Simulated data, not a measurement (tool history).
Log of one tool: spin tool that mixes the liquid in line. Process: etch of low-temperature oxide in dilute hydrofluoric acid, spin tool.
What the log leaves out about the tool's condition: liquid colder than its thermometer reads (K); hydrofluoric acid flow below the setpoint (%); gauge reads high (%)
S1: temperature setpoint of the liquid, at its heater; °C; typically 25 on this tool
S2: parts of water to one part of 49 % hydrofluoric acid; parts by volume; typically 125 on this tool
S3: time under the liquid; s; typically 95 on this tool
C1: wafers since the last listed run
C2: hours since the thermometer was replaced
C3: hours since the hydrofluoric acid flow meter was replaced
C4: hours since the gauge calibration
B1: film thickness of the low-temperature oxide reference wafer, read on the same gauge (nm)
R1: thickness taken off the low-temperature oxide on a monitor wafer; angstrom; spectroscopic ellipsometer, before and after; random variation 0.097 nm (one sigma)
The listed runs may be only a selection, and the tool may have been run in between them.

Run 1, hour 0: usual settings; C1 0; C2 2263; C3 1201.1; C4 1145.4; B1 49.98. Result: R1 100.1 angstrom.
Run 2, hour 56.9: usual settings; C1 468; C2 2319.9; C3 1258; C4 1202.3; B1 50.01. Result: R1 101.1 angstrom.
Run 3, hour 111.9: usual settings but S1 26.5 °C, S3 65 s; C1 452; C2 2374.9; C3 1313; C4 1257.3; B1 50.03. Result: R1 72.4 angstrom.
Run 4, hour 299.7: usual settings but S1 26.5 °C, S3 65 s; C1 1544; C2 2562.7; C3 1500.8; C4 1445.1; B1 50.01. Result: R1 72.6 angstrom.
Run 5, hour 371: usual settings but S1 26.5 °C, S3 65 s; C1 586; C2 2634; C3 1572.1; C4 1516.4; B1 49.97. Result: R1 72 angstrom.
At hour 401.6: gauge calibrated.
Run 6, hour 410.2: usual settings; C1 322; C2 2673.2; C3 1611.3; C4 8.6; B1 49.98. Result: R1 101 angstrom.
Run 7, hour 472.4: usual settings but S1 22 °C; C1 511; C2 2735.4; C3 1673.5; C4 70.8; B1 50.02. Result: R1 89.1 angstrom.
Run 8, hour 519.4: usual settings but S1 22 °C; C1 386; C2 2782.4; C3 1720.5; C4 117.8; B1 50.04. Result: R1 90 angstrom.
At hour 557.2: hydrofluoric acid flow meter replaced.
Run 9, hour 563.9: usual settings; C1 357; C2 2826.9; C3 6.7; C4 162.3; B1 50. Result: R1 101.5 angstrom.
Run 10, hour 633.8: usual settings but S1 21.5 °C, S2 90 parts by volume, S3 140 s; C1 574; C2 2896.8; C3 76.6; C4 232.2; B1 50.01. Result: R1 184.7 angstrom.
Run 11, hour 725.1: usual settings but S1 23 °C, S2 145 parts by volume; C1 750; C2 2988.1; C3 167.9; C4 323.5; B1 49.98. Result: R1 78.5 angstrom.
At hour 749.4: thermometer replaced.
Run 12, hour 823.5: usual settings; C1 801; C2 74.1; C3 266.3; C4 421.9; B1 49.99. Result: R1 101 angstrom.
Run 13, hour 903.9: usual settings but S1 29 °C, S2 160 parts by volume, S3 115 s; C1 661; C2 154.5; C3 346.7; C4 502.3; B1 50.03. Result: R1 104.4 angstrom.
Run 14, hour 992.5: usual settings but S1 20.5 °C; C1 728; C2 243.1; C3 435.3; C4 590.9; B1 50. Result: R1 83.3 angstrom.
Run 15, hour 1045.1: usual settings but S3 80 s; C1 432; C2 295.7; C3 487.9; C4 643.5; B1 50.02. Result: R1 85.4 angstrom.
Run 16, hour 1089.4: usual settings; C1 364; C2 340; C3 532.2; C4 687.8; B1 49.98. Result: R1 98.9 angstrom.
Run 17, hour 1192.1: usual settings; C1 844; C2 442.7; C3 634.9; C4 790.5; B1 50.01. Result: R1 99.1 angstrom.
Run 18, hour 1234: usual settings but S2 105 parts by volume; C1 344; C2 484.6; C3 676.8; C4 832.4; B1 50.04. Result: R1 123.4 angstrom.
Run 19, hour 1321.4: usual settings; C1 718; C2 572; C3 764.2; C4 919.8; B1 50.02. Result: R1 102 angstrom.

Take each entry between the runs: how does the hidden state at the last listed run before it differ from the hidden state at the first listed run after it?
Run 5 -> run 6: gauge calibrated (hour 401.6)
  both runs share identical hidden conditions
Run 8 -> run 9: hydrofluoric acid flow meter replaced (hour 557.2)
  both runs share identical hidden conditions
Run 11 -> run 12: thermometer replaced (hour 749.4)
  both runs share identical hidden conditions
